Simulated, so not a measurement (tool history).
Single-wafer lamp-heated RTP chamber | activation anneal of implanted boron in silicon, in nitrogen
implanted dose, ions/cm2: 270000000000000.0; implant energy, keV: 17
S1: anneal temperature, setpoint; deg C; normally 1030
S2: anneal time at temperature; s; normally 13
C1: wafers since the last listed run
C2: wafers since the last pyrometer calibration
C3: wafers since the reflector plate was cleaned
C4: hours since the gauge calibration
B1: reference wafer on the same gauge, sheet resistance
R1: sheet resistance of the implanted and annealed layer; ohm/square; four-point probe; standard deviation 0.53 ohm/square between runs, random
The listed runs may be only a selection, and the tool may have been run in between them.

{"run": 1, "hour": 0.0, "S1": 1030, "S2": 13, "C1": 0, "C2": 1587, "C3": 2740, "C4": 705.3, "B1": 340.99, "R1": 351.21}
{"run": 2, "hour": 37.6, "S1": 1030, "S2": 13, "C1": 603, "C2": 2190, "C3": 3343, "C4": 742.9, "B1": 341.09, "R1": 351.33}
{"run": 3, "hour": 63.4, "S1": 1030, "S2": 13, "C1": 413, "C2": 2604, "C3": 3757, "C4": 768.7, "B1": 341.11, "R1": 351.84}
{"run": 4, "hour": 117.8, "S1": 1023, "S2": 13, "C1": 872, "C2": 3477, "C3": 4629, "C4": 823.1, "B1": 340.97, "R1": 351.73}
{"run": 5, "hour": 151.6, "S1": 1030, "S2": 13, "C1": 542, "C2": 4019, "C3": 5171, "C4": 856.9, "B1": 340.99, "R1": 351.62}
{"run": 6, "hour": 203.5, "S1": 1030, "S2": 13, "C1": 832, "C2": 4851, "C3": 6003, "C4": 908.8, "B1": 340.95, "R1": 351.4}
{"hour": 217.0, "done": "pyrometer window cleaned and pyrometer calibrated"}
{"run": 7, "hour": 260.2, "S1": 1016, "S2": 13, "C1": 781, "C2": 693, "C3": 6784, "C4": 965.5, "B1": 340.98, "R1": 353.17}
{"run": 8, "hour": 313.5, "S1": 1030, "S2": 13, "C1": 854, "C2": 1548, "C3": 7639, "C4": 1018.8, "B1": 340.99, "R1": 351.11}
{"hour": 335.2, "done": "reflector plate cleaned"}
{"run": 9, "hour": 382.5, "S1": 1030, "S2": 13, "C1": 978, "C2": 2526, "C3": 759, "C4": 1087.8, "B1": 341.06, "R1": 351.26}
{"hour": 515.4, "done": "pyrometer window cleaned and pyrometer calibrated"}
{"run": 10, "hour": 539.1, "S1": 1030, "S2": 13, "C1": 2383, "C2": 379, "C3": 3142, "C4": 1244.4, "B1": 341.06, "R1": 351.17}
{"run": 11, "hour": 589.2, "S1": 1030, "S2": 13, "C1": 803, "C2": 1183, "C3": 3946, "C4": 1294.5, "B1": 341.06, "R1": 350.44}
{"run": 12, "hour": 655.7, "S1": 1030, "S2": 13, "C1": 1066, "C2": 2249, "C3": 5012, "C4": 1361, "B1": 341.02, "R1": 350.86}
{"run": 13, "hour": 693.5, "S1": 1030, "S2": 13, "C1": 606, "C2": 2855, "C3": 5618, "C4": 1398.8, "B1": 340.98, "R1": 351.5}
{"run": 14, "hour": 730.5, "S1": 1030, "S2": 13, "C1": 593, "C2": 3449, "C3": 6212, "C4": 1435.8, "B1": 340.96, "R1": 351.16}
{"hour": 798.5, "done": "pyrometer window cleaned and pyrometer calibrated"}
{"hour": 881.0, "done": "gauge calibrated"}
{"hour": 888.2, "done": "reflector plate cleaned"}
{"run": 15, "hour": 922.7, "S1": 1003, "S2": 7, "C1": 2825, "C2": 1863, "C3": 554, "C4": 41.7, "B1": 341.07, "R1": 357.46}
{"run": 16, "hour": 954.6, "S1": 1021, "S2": 8, "C1": 511, "C2": 2375, "C3": 1065, "C4": 73.6, "B1": 340.89, "R1": 353.66}
{"run": 17, "hour": 1011.1, "S1": 1030, "S2": 16, "C1": 906, "C2": 3281, "C3": 1971, "C4": 130.1, "B1": 341, "R1": 349.74}
{"run": 18, "hour": 1065.3, "S1": 1005, "S2": 19, "C1": 869, "C2": 4150, "C3": 2841, "C4": 184.3, "B1": 340.93, "R1": 355.44}
{"hour": 1092.8, "done": "pyrometer window cleaned and pyrometer calibrated"}
{"run": 19, "hour": 1135.0, "S1": 1041, "S2": 8, "C1": 989, "C2": 676, "C3": 3830, "C4": 254, "B1": 341.07, "R1": 350.98}
{"run": 20, "hour": 1194.1, "S1": 1003, "S2": 7, "C1": 947, "C2": 1623, "C3": 4778, "C4": 313.1, "B1": 340.92, "R1": 358.97}
{"run": 21, "hour": 1250.0, "S1": 1050, "S2": 7, "C1": 896, "C2": 2520, "C3": 5674, "C4": 369, "B1": 341.15, "R1": 350.58}
{"run": 22, "hour": 1321.9, "S1": 1030, "S2": 13, "C1": 1153, "C2": 3673, "C3": 6828, "C4": 440.9, "B1": 340.98, "R1": 350.67}
{"run": 23, "hour": 1353.5, "S1": 1015, "S2": 17, "C1": 506, "C2": 4180, "C3": 7334, "C4": 472.5, "B1": 341.12, "R1": 352.48}
{"hour": 1411.7, "done": "pyrometer window cleaned and pyrometer calibrated"}
{"run": 24, "hour": 1412.2, "S1": 1010, "S2": 16, "C1": 813, "C2": 8, "C3": 8147, "C4": 531.2, "B1": 341.02, "R1": 353.29}
{"run": 25, "hour": 1459.0, "S1": 1058, "S2": 13, "C1": 750, "C2": 759, "C3": 8898, "C4": 578, "B1": 341.05, "R1": 350.91}
{"hour": 1491.8, "done": "reflector plate cleaned"}
{"run": 26, "hour": 1514.9, "S1": 1053, "S2": 9, "C1": 768, "C2": 1527, "C3": 370, "C4": 633.9, "B1": 340.89, "R1": 350.23}
{"run": 27, "hour": 1544.3, "S1": 1030, "S2": 13, "C1": 471, "C2": 1999, "C3": 842, "C4": 663.3, "B1": 341, "R1": 351.27}
{"run": 28, "hour": 1598.9, "S1": 1030, "S2": 20, "C1": 875, "C2": 2874, "C3": 1718, "C4": 717.9, "B1": 341.03, "R1": 351.02}

Branching from run 28: 5 alternative next runs. What would each branch give?
{"run": "A", "hour": 1599.3, "S1": 1006, "S2": 13, "C1": 6, "C2": 2881, "C3": 1724, "C4": 718.3, "B1": "?", "R1": "?"}
{"run": "B", "hour": 1599.3, "S1": 1018, "S2": 8, "C1": 6, "C2": 2881, "C3": 1724, "C4": 718.3, "B1": "?", "R1": "?"}
{"run": "C", "hour": 1599.3, "S1": 1030, "S2": 15, "C1": 6, "C2": 2881, "C3": 1724, "C4": 718.3, "B1": "?", "R1": "?"}
{"run": "D", "hour": 1599.3, "S1": 1012, "S2": 6, "C1": 6, "C2": 2881, "C3": 1724, "C4": 718.3, "B1": "?", "R1": "?"}
{"run": "E", "hour": 1599.3, "S1": 1055, "S2": 13, "C1": 6, "C2": 2881, "C3": 1724, "C4": 718.3, "B1": "?", "R1": "?"}

run=A B1=341.01 R1=355.26
run=B B1=341.01 R1=353.97
run=C B1=341.01 R1=351.15
run=D B1=341.01 R1=356.01
run=E B1=341.01 R1=350.18
Without the tool's unlogged condition, the same runs would have read:
run=A R1=355.26
run=B R1=353.97
run=C R1=351.15
run=D R1=356.01
run=E R1=350.18
